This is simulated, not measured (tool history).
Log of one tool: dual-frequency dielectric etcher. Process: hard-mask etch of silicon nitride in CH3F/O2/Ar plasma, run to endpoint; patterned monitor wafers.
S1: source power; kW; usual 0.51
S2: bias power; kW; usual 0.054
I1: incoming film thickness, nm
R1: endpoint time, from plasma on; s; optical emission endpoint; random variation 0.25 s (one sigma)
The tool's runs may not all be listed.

Run 1, day 0: usual settings; I1 44.78. Result: R1 65.1 s.
Run 2, day 2.083: usual settings but S1 0.58 kW; I1 45.18. Result: R1 62.1 s.
Run 3, day 4.683: usual settings but S1 0.58 kW; I1 44.91. Result: R1 62.1 s.
Run 4, day 6.842: usual settings; I1 45.03. Result: R1 65.6 s.
At day 8.621: wet clean of the chamber.
Run 5, day 8.888: usual settings but S1 0.47 kW, S2 0.044 kW; I1 45.1. Result: R1 69.1 s.
Run 6, day 13.212: usual settings but S1 0.47 kW, S2 0.044 kW; I1 45.67. Result: R1 70.1 s.
Run 7, day 15.962: usual settings; I1 45.42. Result: R1 65.2 s.
Run 8, day 19.688: usual settings; I1 44.97. Result: R1 64.5 s.
Run 9, day 23.217: usual settings; I1 45.37. Result: R1 65.4 s.
Run 10, day 27.492: usual settings but S2 0.057 kW; I1 45.42. Result: R1 64.9 s.
At day 29.3: source power generator calibrated.
Run 11, day 29.604: usual settings but S1 0.55 kW; I1 45. Result: R1 64.3 s.
At day 31.95: upper electrode replaced.
Run 12, day 32.346: usual settings but S2 0.044 kW; I1 45.01. Result: R1 69.5 s.
Run 13, day 34.108: usual settings; I1 45.63. Result: R1 67.7 s.
Run 14, day 36.096: usual settings; I1 45.83. Result: R1 68.5 s.
Run 15, day 37.771: usual settings but S1 0.64 kW, S2 0.064 kW; I1 44.84. Result: R1 58.6 s.
Run 16, day 40.046: usual settings but S1 0.57 kW; I1 45.46. Result: R1 64.5 s.
At day 41.45: wet clean of the chamber.
Run 17, day 44.483: usual settings but S1 0.58 kW, S2 0.063 kW; I1 45.11. Result: R1 59.3 s.
Run 18, day 46.15: usual settings but S1 0.46 kW, S2 0.067 kW; I1 45.62. Result: R1 65.8 s.
Run 19, day 47.888: usual settings but S1 0.58 kW, S2 0.042 kW; I1 45.37. Result: R1 64.7 s.
At day 48.35: bias power generator calibrated.
Run 20, day 52.246: usual settings but S1 0.63 kW, S2 0.043 kW; I1 45.48. Result: R1 62.4 s.
Run 21, day 59.017: usual settings but S1 0.63 kW, S2 0.043 kW; I1 45.49. Result: R1 63.5 s.
Run 22, day 62.183: usual settings but S1 0.45 kW, S2 0.043 kW; I1 45.28. Result: R1 73.3 s.
Run 23, day 64.871: usual settings but S1 0.42 kW, S2 0.065 kW; I1 45.27. Result: R1 69.7 s.
At day 66.808: wet clean of the chamber.
Run 24, day 68.408: usual settings; I1 45.35. Result: R1 64.7 s.
Run 25, day 71.504: usual settings but S1 0.62 kW, S2 0.043 kW; I1 44.86. Result: R1 61.4 s.
Run 26, day 74.383: usual settings but S1 0.62 kW; I1 45.36. Result: R1 59.8 s.
Run 27, day 77.792: usual settings but S1 0.58 kW, S2 0.058 kW; I1 45.8. Result: R1 61.9 s.
Run 28, day 82.288: usual settings but S1 0.58 kW, S2 0.066 kW; I1 45.25. Result: R1 59.3 s.
Run 29, day 84.283: usual settings but S2 0.062 kW; I1 45.76. Result: R1 64.6 s.
Run 30, day 88.096: usual settings but S1 0.47 kW, S2 0.065 kW; I1 45.28. Result: R1 66.2 s.
At day 93.262: wet clean of the chamber.
Run 31, day 93.283: usual settings but S1 0.4 kW, S2 0.066 kW; I1 44.94. Result: R1 69 s.
Run 32, day 94.8: usual settings; I1 44.47. Result: R1 63.4 s.
Run 33, day 96.325: usual settings but S1 0.6 kW, S2 0.067 kW; I1 45.21. Result: R1 57.6 s.
Run 34, day 98.371: usual settings; I1 45.13. Result: R1 64.5 s.
Run 35, day 102.858: usual settings but S1 0.42 kW, S2 0.059 kW; I1 45.16. Result: R1 69.6 s.
Run 36, day 105.842: usual settings but S1 0.57 kW, S2 0.041 kW; I1 45.1. Result: R1 64.9 s.

The tool's hidden state at each run:
bias power that arrives over what is set, %: 0 in every run
H1: etch rate over this chamber's usual, %
H2: source power that arrives over what is set, %
run        H1      H2
  1     -2.21    3.42
  2     -2.49    3.47
  3     -2.84    3.52
  4     -3.13    3.56
  5     0.456     3.6
  6    -0.127    3.67
  7    -0.497    3.71
  8    -0.999    3.75
  9     -1.47    3.79
 10     -2.05    3.83
 11     -2.34  -0.158
 12      -2.7   0.211
 13     -2.94   0.431
 14     -3.21   0.663
 15     -3.44   0.846
 16     -3.74    1.08
 17  -0.00355    1.49
 18    -0.228    1.62
 19    -0.462    1.76
 20     -1.05    2.06
 21     -1.96    2.45
 22     -2.39    2.61
 23     -2.75    2.73
 24     0.298    2.87
 25     -0.12    2.98
 26    -0.507    3.07
 27    -0.967    3.16
 28     -1.57    3.28
 29     -1.84    3.32
 30     -2.35     3.4
 31   -0.0818    3.49
 32    -0.286    3.51
 33    -0.492    3.53
 34    -0.767    3.56
 35     -1.37    3.62
 36     -1.77    3.65
